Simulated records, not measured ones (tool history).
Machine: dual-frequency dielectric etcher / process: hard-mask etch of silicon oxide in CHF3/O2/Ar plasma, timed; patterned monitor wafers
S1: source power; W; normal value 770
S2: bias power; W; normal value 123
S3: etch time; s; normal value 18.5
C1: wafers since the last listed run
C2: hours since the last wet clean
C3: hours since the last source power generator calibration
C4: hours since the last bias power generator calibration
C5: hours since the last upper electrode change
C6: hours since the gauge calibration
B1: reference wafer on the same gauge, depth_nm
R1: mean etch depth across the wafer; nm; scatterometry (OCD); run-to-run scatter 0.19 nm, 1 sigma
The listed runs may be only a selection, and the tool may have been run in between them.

| run | hour | S1 | S2 | S3 | C1 | C2 | C3 | C4 | C5 | C6 | B1 | R1 |
|---|---|---|---|---|---|---|---|---|---|---|---|---|
| 1 | 0.0 | 770 | 123 | 18.5 | 0 | 246.6 | 3194.1 | 4397.3 | 5475.4 | 234.8 | 41.79 | 37.08 |
| 2 | 6.1 | 770 | 123 | 18.5 | 94 | 252.7 | 3200.2 | 4403.4 | 5481.5 | 240.9 | 41.75 | 37.62 |
| 3 | 22.2 | 770 | 123 | 18.5 | 249 | 268.8 | 3216.3 | 4419.5 | 5497.6 | 257.0 | 41.81 | 37.23 |
| 4 | 38.3 | 770 | 145 | 18.5 | 249 | 284.9 | 3232.4 | 4435.6 | 5513.7 | 273.1 | 41.87 | 39.77 |
| 5 | 46.1 | 770 | 145 | 18.5 | 120 | 292.7 | 3240.2 | 4443.4 | 5521.5 | 280.9 | 41.73 | 39.72 |
| 6 | 59.2 | 890 | 123 | 18.5 | 203 | 305.8 | 3253.3 | 4456.5 | 5534.6 | 294.0 | 41.79 | 39.49 |
| 7 | 69.9 | 890 | 123 | 18.5 | 165 | 316.5 | 3264.0 | 4467.2 | 5545.3 | 304.7 | 41.78 | 39.83 |
| 8 | 86.1 | 770 | 123 | 18.5 | 251 | 332.7 | 3280.2 | 4483.4 | 5561.5 | 320.9 | 41.74 | 37.31 |
| 9 | 100.9 | 770 | 123 | 18.5 | 229 | 347.5 | 3295.0 | 4498.2 | 5576.3 | 335.7 | 41.67 | 37.61 |
|  | 144.7 | upper electrode replaced |
| 10 | 145.2 | 770 | 123 | 18.5 | 314 | 391.8 | 3339.3 | 4542.5 | 0.5 | 380.0 | 41.81 | 37.88 |
| 11 | 145.5 | 770 | 123 | 18.5 | 4 | 392.1 | 3339.6 | 4542.8 | 0.8 | 380.3 | 41.85 | 37.94 |
| 12 | 156.2 | 770 | 123 | 18.5 | 165 | 402.8 | 3350.3 | 4553.5 | 11.5 | 391.0 | 41.78 | 37.41 |
| 13 | 169.7 | 770 | 123 | 18.5 | 209 | 416.3 | 3363.8 | 4567.0 | 25.0 | 404.5 | 41.89 | 37.96 |
| 14 | 186.7 | 840 | 133 | 18.5 | 263 | 433.3 | 3380.8 | 4584.0 | 42.0 | 421.5 | 41.86 | 40.30 |
| 15 | 194.0 | 770 | 123 | 18.5 | 113 | 440.6 | 3388.1 | 4591.3 | 49.3 | 428.8 | 41.77 | 37.98 |
| 16 | 209.8 | 770 | 131 | 24.0 | 244 | 456.4 | 3403.9 | 4607.1 | 65.1 | 444.6 | 41.71 | 49.93 |
| 17 | 220.4 | 910 | 109 | 18.5 | 164 | 467.0 | 3414.5 | 4617.7 | 75.7 | 455.2 | 41.81 | 38.74 |
|  | 227.1 | source power generator calibrated |
| 18 | 230.9 | 770 | 123 | 18.5 | 100 | 477.5 | 3.8 | 4628.2 | 86.2 | 465.7 | 41.71 | 37.94 |
| 19 | 243.4 | 590 | 123 | 18.5 | 193 | 490.0 | 16.3 | 4640.7 | 98.7 | 478.2 | 41.81 | 34.06 |
| 20 | 251.5 | 770 | 144 | 18.5 | 125 | 498.1 | 24.4 | 4648.8 | 106.8 | 486.3 | 41.79 | 40.53 |
| 21 | 267.9 | 770 | 123 | 18.5 | 254 | 514.5 | 40.8 | 4665.2 | 123.2 | 502.7 | 41.79 | 37.99 |
| 22 | 275.4 | 660 | 123 | 16.5 | 116 | 522.0 | 48.3 | 4672.7 | 130.7 | 510.2 | 41.82 | 31.71 |
|  | 283.5 | gauge calibrated |
|  | 298.9 | bias power generator calibrated |
|  | 299.8 | wet clean of the chamber |
| 23 | 300.3 | 770 | 123 | 18.5 | 310 | 0.5 | 73.2 | 1.4 | 155.6 | 16.8 | 41.81 | 37.08 |
| 24 | 300.6 | 820 | 123 | 18.5 | 4 | 0.8 | 73.5 | 1.7 | 155.9 | 17.1 | 41.79 | 37.78 |
| 25 | 350.2 | 930 | 123 | 18.5 | 768 | 50.4 | 123.1 | 51.3 | 205.5 | 66.7 | 41.69 | 39.81 |

Expected results for the next run?
| 26 | 365.5 | 610 | 96 | 14.5 | 237 | 65.7 | 138.4 | 66.6 | 220.8 | 82.0 | ? | ? |

{"run 26": {"B1": 41.78, "R1": 24.2}}
Take away the tool's hidden state, keep the run-to-run variation as it was, and the same run would have given R1 24.09 nm.
